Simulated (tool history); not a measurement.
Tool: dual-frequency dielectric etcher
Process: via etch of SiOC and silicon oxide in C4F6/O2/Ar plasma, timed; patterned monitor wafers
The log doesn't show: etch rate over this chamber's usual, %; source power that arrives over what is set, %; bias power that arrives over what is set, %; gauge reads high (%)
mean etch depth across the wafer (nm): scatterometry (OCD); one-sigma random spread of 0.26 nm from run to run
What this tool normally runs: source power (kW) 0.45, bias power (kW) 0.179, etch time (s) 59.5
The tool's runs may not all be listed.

run    hour  source power (kW)  bias power (kW)  etch time (s)  wafers since the last listed run  hours since the last wet clean  hours since the last source power generator calibration  hours since the last bias power generator calibration  hours since the last upper electrode change  hours since the gauge calibration  read-back reference wafer on the same gauge, depth_nm  mean etch depth across the wafer (nm)
  1       0               0.45            0.179           47.5                                 0                           648.3                                                     4295                                                 1730.3                                       3313.4                             1569.2                                                   77.3                                   53.2
  2    73.2               0.45            0.179           47.5                               690                           721.5                                                   4368.2                                                 1803.5                                       3386.6                             1642.4                                                   77.3                                   53.5
  3   126.8                0.4            0.179           59.5                               505                           775.1                                                   4421.8                                                 1857.1                                       3440.2                               1696                                                   77.3                                   64.1
      239.7  -- wet clean of the chamber
  4   240.2               0.45            0.179           59.5                               843                             0.5                                                   4535.2                                                 1970.5                                       3553.6                             1809.4                                                   77.3                                   64.3
      289.9  -- upper electrode replaced
  5   290.4               0.45            0.179           59.5                               247                            50.7                                                   4585.4                                                 2020.7                                          0.5                             1859.6                                                   77.3                                   64.2
  6   338.3               0.45            0.179             71                               451                            98.6                                                   4633.3                                                 2068.6                                         48.4                             1907.5                                                   77.3                                   76.9
  7   407.2               0.52            0.179             51                               650                           167.5                                                   4702.2                                                 2137.5                                        117.3                             1976.4                                                   77.3                                   59.2
  8   455.3               0.45            0.196           59.5                               453                           215.6                                                   4750.3                                                 2185.6                                        165.4                             2024.5                                                   77.3                                   66.8
      478.4  -- source power generator calibrated
  9   514.1               0.41            0.179             46                               517                           274.4                                                     35.7                                                 2244.4                                        224.2                             2083.3                                                   77.3                                   49.1
      540.8  -- bias power generator calibrated
 10   606.4               0.51             0.14             44                               833                           366.7                                                      128                                                   65.6                                        316.5                             2175.6                                                   77.3                                   49.3
 11   708.7               0.45            0.179             77                               965                             469                                                    230.3                                                  167.9                                        418.8                             2277.9                                                   77.3                                   87.2
 12   811.9               0.52            0.179           59.5                               973                           572.2                                                    333.5                                                  271.1                                          522                             2381.1                                                   77.3                                   72.1
 13   908.9               0.45            0.179             49                               915                           669.2                                                    430.5                                                  368.1                                          619                             2478.1                                                   77.4                                   56.1
 14   960.6               0.41            0.192           68.5                               487                           720.9                                                    482.2                                                  419.8                                        670.7                             2529.8                                                   77.3                                   76.7
 15  1037.4               0.45            0.179           59.5                               724                           797.7                                                      559                                                  496.6                                        747.5                             2606.6                                                   77.3                                   67.9
 16  1116.8               0.45            0.179           59.5                               749                           877.1                                                    638.4                                                    576                                        826.9                               2686                                                   77.3                                   68.8
     1151.1  -- wet clean of the chamber
 17  1190.2               0.52            0.142           46.5                               466                            39.1                                                    711.8                                                  649.4                                        900.3                             2759.4                                                   77.3                                   52.1
     1227.6  -- gauge calibrated
 18  1296.9               0.45            0.179             65                              1006                           145.8                                                    818.5                                                  756.1                                         1007                               69.3                                                   77.3                                   72.2
 19  1358.5               0.45            0.179           59.5                               581                           207.4                                                    880.1                                                  817.7                                       1068.6                              130.9                                                   77.3                                   66.2
 20  1457.9               0.45            0.179           59.5                               937                           306.8                                                    979.5                                                  917.1                                         1168                              230.3                                                   77.3                                   66.7
 21  1513.3               0.45            0.179           59.5                               522                           362.2                                                   1034.9                                                  972.5                                       1223.4                              285.7                                                   77.4                                   67.1
 22  1578.3               0.36            0.179             74                               613                           427.2                                                   1099.9                                                 1037.5                                       1288.4                              350.7                                                   77.3                                   75.6
 23  1624.3               0.38            0.199           72.5                               433                           473.2                                                   1145.9                                                 1083.5                                       1334.4                              396.7                                                   77.3                                   77.7
 24  1726.1               0.38            0.179             43                               960                             575                                                   1247.7                                                 1185.3                                       1436.2                              498.5                                                   77.3                                   45.3
 25  1792.5               0.45            0.179           59.5                               626                           641.4                                                   1314.1                                                 1251.7                                       1502.6                              564.9                                                   77.3                                   67.8
     1959.2  -- wet clean of the chamber
 26  2097.7               0.45            0.179           59.5                              2652                           138.5                                                   1619.3                                                 1556.9                                       1807.8                              870.1                                                   77.3                                   64.3
 27  2153.6               0.37            0.213           75.5                               527                           194.4                                                   1675.2                                                 1612.8                                       1863.7                                926                                                   77.3                                   79.2

Run 28 has not been measured yet. What should we expect?
 28  2235.5               0.48             0.21             74                               772                           276.3                                                   1757.1                                                 1694.7                                       1945.6                             1007.9                                                      ?                                      ?

read-back reference wafer on the same gauge, depth_nm: 77.4
mean etch depth across the wafer (nm): 86.7
On a tool with no hidden condition, and with the same random variation, this run would have come out at mean etch depth across the wafer (nm) 87.2.

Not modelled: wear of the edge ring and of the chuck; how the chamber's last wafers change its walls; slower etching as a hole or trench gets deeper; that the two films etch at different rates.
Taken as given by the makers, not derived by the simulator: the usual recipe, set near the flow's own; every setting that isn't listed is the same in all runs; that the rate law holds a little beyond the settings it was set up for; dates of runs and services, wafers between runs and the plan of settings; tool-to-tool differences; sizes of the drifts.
